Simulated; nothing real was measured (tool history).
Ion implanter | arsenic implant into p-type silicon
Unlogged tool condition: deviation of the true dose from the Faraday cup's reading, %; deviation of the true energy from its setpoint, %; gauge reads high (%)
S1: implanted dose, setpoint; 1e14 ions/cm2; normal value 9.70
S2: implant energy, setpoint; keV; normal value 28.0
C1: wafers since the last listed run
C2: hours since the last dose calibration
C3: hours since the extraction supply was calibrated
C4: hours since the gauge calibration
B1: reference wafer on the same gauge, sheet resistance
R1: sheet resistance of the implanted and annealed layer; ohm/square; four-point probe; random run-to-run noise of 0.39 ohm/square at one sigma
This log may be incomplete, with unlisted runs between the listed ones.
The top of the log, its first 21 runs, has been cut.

run,day,S1,S2,C1,C2,C3,C4,B1,R1
22,41.679,7.78,25.0,806,231.6,159.7,129.4,119.03,170.69
23,43.679,11.59,23.5,732,279.6,207.7,177.4,118.96,137.38
24,46.408,9.70,28.0,999,345.1,273.2,242.9,119.05,144.52
25,47.862,9.70,28.0,532,380.0,308.1,277.8,118.94,144.99
26,49.508,8.49,23.0,602,419.5,347.6,317.3,118.94,164.19
27,51.612,9.70,28.0,770,470.0,398.1,367.8,118.99,145.37
# day 54.125: Faraday cup replaced and dose calibrated, repeated, since the last time left the tool worse
28,54.583,7.15,36.5,966,11.0,469.4,439.1,118.99,161.84
29,57.475,8.43,34.0,1059,80.4,538.8,508.5,119.07,146.32
30,59.404,7.58,31.5,706,126.7,585.1,554.8,118.98,159.28
31,60.688,10.87,31.0,470,157.5,615.9,585.6,119.06,127.76
32,62.908,7.30,28.0,813,210.8,669.2,638.9,118.96,168.26
33,68.962,8.29,19.0,2218,356.1,814.5,784.2,119.06,168.80
34,70.925,9.70,28.0,719,403.2,861.6,831.3,119.05,140.16
35,71.983,7.59,33.5,387,428.6,887.0,856.7,119.03,157.45
36,73.754,7.19,33.0,648,471.1,929.5,899.2,119.00,164.64
37,74.858,12.16,32.0,404,497.6,956.0,925.7,119.08,119.05
38,76.462,9.70,28.0,587,536.1,994.5,964.2,118.97,138.96

Below are 3 alternative next runs, each starting from the tool's condition after run 38. Predict each:
A,76.479,9.70,28.0,6,536.5,994.9,964.6,?,?
B,76.479,9.70,18.5,6,536.5,994.9,964.6,?,?
C,76.479,9.70,22.0,6,536.5,994.9,964.6,?,?

run,B1,R1
A,119.05,140.14
B,119.05,155.88
C,119.05,149.16
Stripped of hidden state, with their random variation kept, the same runs would have yielded:
run,R1
A,139.39
B,155.17
C,148.43

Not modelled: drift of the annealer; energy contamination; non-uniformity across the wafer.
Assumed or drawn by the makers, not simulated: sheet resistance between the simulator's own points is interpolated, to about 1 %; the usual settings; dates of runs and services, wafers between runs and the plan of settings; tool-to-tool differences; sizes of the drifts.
